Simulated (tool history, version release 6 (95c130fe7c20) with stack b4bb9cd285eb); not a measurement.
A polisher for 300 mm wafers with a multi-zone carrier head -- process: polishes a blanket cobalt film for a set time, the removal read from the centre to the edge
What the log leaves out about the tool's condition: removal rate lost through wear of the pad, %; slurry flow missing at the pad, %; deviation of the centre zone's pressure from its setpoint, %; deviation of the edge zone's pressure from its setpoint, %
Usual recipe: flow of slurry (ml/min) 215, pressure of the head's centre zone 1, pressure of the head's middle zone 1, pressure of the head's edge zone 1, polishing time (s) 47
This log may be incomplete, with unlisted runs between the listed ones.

run	hour	flow of slurry (ml/min)	pressure of the head's centre zone	pressure of the head's middle zone	pressure of the head's edge zone	polishing time (s)	wafers since the last listed run	wafers polished on this pad	hours since the slurry nozzle was cleaned	hours since the centre zone pressure was calibrated	hours since the edge zone pressure was calibrated	hours since the carrier head's membrane was replaced	incoming thickness of the incoming film, nm	film removed at the wafer's centre (Å)	film removed at mid-radius (Å)	film removed at the wafer's edge (Å)
1	0	215	1	1	1	47	0	1344	183.9	1027.9	336.5	1154.7	1110.1	2382	2398	2329
# hour 6.2: worn pad replaced by a new one
2	6.7	215	1	1	1	47	29	5	190.6	1034.6	343.2	1161.4	1088.3	2608	2561	2507
3	16.3	215	1	1	1	47	104	109	200.2	1044.2	352.8	1171	1092.3	2617	2538	2536
4	24	215	1	1	1	47	83	193	207.9	1051.9	360.5	1178.7	1093.8	2553	2607	2503
5	34	215	1	1	1	47	108	302	217.9	1061.9	370.5	1188.7	1098.2	2553	2546	2502
6	42.5	215	1	1	1	47	92	395	226.4	1070.4	379	1197.2	1080.5	2539	2475	2485
7	56.1	215	1	1	1	47	148	543	240	1084	392.6	1210.8	1119.9	2522	2438	2459
8	74	215	1	1	1	47	194	738	257.9	1101.9	410.5	1228.7	1101.9	2462	2458	2445
9	91.9	215	1	1	1	47	194	933	275.8	1119.8	428.4	1246.6	1110.5	2412	2399	2413
10	102.6	215	1	1	1	47	116	1049	286.5	1130.5	439.1	1257.3	1096.1	2357	2430	2352
# hour 122: worn pad replaced by a new one
11	122.5	215	1	1	1	47	173	4	306.4	1150.4	459	1277.2	1094	2491	2474	2459
12	127.2	180	1	0.91	1	47	51	56	311.1	1155.1	463.7	1281.9	1109.2	2351	2185	2390
# hour 135.7: centre zone pressure recalibrated
13	136.2	215	1.12	1	0.91	47	76	132	320.1	0.5	472.7	1290.9	1093.3	2763	2479	2374
14	150.7	275	1	1	1	47	157	290	334.6	15	487.2	1305.4	1096.5	2564	2517	2482
15	161.8	185	1	1	1	47	120	411	345.7	26.1	498.3	1316.5	1106	2251	2274	2326
# hour 167.4: slurry nozzle cleaned
# hour 167.8: edge zone pressure recalibrated
16	173.6	215	0.89	1.08	0.93	47	112	523	6.2	37.9	5.8	1328.3	1096.3	2308	2719	2462
# hour 182.5: carrier head's membrane replaced by a new one
17	188.5	215	1.06	0.96	1	47	107	631	21.1	52.8	20.7	6	1118.9	2717	2427	2520
18	195.6	215	1.04	1.1	1.07	47	77	708	28.2	59.9	27.8	13.1	1089.2	2694	2718	2552
19	210	215	1	1	1	47	156	865	42.6	74.3	42.2	27.5	1101.9	2572	2452	2473
20	222.7	215	1	1	1	47	138	1004	55.3	87	54.9	40.2	1104.9	2488	2456	2434
# hour 227.9: worn pad replaced by a new one
21	232.6	215	0.97	1	1	43	64	51	65.2	96.9	64.8	50.1	1082.7	2314	2360	2290
22	247.1	215	1	1	1.06	47	157	209	79.7	111.4	79.3	64.6	1103.9	2586	2604	2589
23	286.5	240	1.1	1.07	0.9	47	429	638	119.1	150.8	118.7	104	1092	2874	2674	2417

3 options for the next run, each taken on its own from the tool as it stands now. Forecast them:
A	286.9	215	1	1	1	47	4	642	119.5	151.2	119.1	104.4	1099.3	?	?	?
B	286.9	180	1.04	1.1	1	47	4	642	119.5	151.2	119.1	104.4	1099.3	?	?	?
C	286.9	215	1	1	1	39	4	642	119.5	151.2	119.1	104.4	1099.3	?	?	?

run	film removed at the wafer's centre (Å)	film removed at mid-radius (Å)	film removed at the wafer's edge (Å)
A	2580	2559	2500
B	2601	2677	2445
C	2141	2123	2075
Take away the tool's hidden state, keep each run's random variation, and the runs would have read:
run	film removed at the wafer's centre (Å)	film removed at mid-radius (Å)	film removed at the wafer's edge (Å)
A	2689	2663	2593
B	2719	2793	2540
C	2231	2210	2152
